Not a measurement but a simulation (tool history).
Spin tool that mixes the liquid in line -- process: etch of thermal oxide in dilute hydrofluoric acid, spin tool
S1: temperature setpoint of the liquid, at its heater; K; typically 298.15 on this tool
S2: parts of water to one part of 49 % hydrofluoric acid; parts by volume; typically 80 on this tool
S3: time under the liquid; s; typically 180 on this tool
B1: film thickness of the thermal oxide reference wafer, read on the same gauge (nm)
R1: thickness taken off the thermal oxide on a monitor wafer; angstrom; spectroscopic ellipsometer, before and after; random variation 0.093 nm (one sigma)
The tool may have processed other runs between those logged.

run	hour	S1	S2	S3	B1	R1
1	0	298.15	60	180	130.01	156
2	54.8	298.15	60	180	130.03	158.7
3	137.6	294.65	80	180	129.98	99.9
4	240.9	298.15	55	180	129.96	174.4
5	320.5	298.15	55	180	130.01	170.3
6	420	296.15	80	180	130	103.2
7	504.9	296.15	80	180	130.03	102.6
8	588.6	298.15	80	110	130.06	68.6
9	641.9	298.15	80	110	129.98	68.4
10	719.9	295.15	80	180	130	99.7
11	809.6	298.15	80	180	129.97	112.7
12	850.7	298.15	80	180	130.05	112.4
13	891.4	298.15	80	180	130.01	112.3
14	977.8	298.15	80	180	129.98	113.9
15	1161.6	298.15	80	180	129.98	114
16	1225.7	298.15	80	180	129.99	114
17	1317	298.15	80	180	129.98	111.7
18	1377.9	298.15	95	270	129.98	139.8
19	1475.5	301.65	115	110	129.99	52.4
20	1576.8	296.65	80	250	129.99	151.2
21	1645.2	300.65	55	225	130.01	237.8
22	1757.6	298.15	80	220	130.02	139.9
23	1826	296.65	120	105	129.97	39.4
24	1903.1	295.65	40	150	130.04	183.2
25	1951.4	293.65	50	75	130.03	66.2
26	2026.7	298.15	80	180	130	115.6
27	2131.2	300.65	55	225	130.01	234.1
28	2201.1	302.65	80	180	130	133.1
29	2388	298.15	80	245	129.97	152.5
30	2491.9	296.15	80	180	129.97	103.8
31	2566.1	298.15	45	225	130.02	267
32	2646.4	295.65	105	265	130.02	111.7
33	2718	298.15	80	180	130.02	113.7
34	2798.1	302.65	60	110	130	115
35	2858.5	294.65	100	130	130.04	55.7

Taken out of this log: 4 entries between the listed runs. Where each belongs, and how the hidden state differs across it:
In the gap between runs 5 and 6: hydrofluoric acid flow meter replaced (hour 340.1)
  hydrofluoric acid flow above the setpoint (%): 3.75 -> 0.173
  what was measured, less what the result would be without the hidden state, R1: +6.6 -> +0.2 angstrom
In the gap between runs 13 and 14: thermometer replaced (hour 896.6)
  hydrofluoric acid flow above the setpoint (%): 1.19 -> 1.38
  what was measured, less what the result would be without the hidden state, R1: +1.4 -> +1.7 angstrom
In the gap between runs 21 and 22: gauge calibrated (hour 1733.1)
  hydrofluoric acid flow above the setpoint (%): 2.81 -> 3.06
  what was measured, less what the result would be without the hidden state, R1: +7 -> +4.6 angstrom
In the gap between runs 26 and 27: hydrofluoric acid flow meter replaced (hour 2106.5)
  hydrofluoric acid flow above the setpoint (%): 3.64 -> 0.524
  what was measured, less what the result would be without the hidden state, R1: +4.4 -> +1.3 angstrom
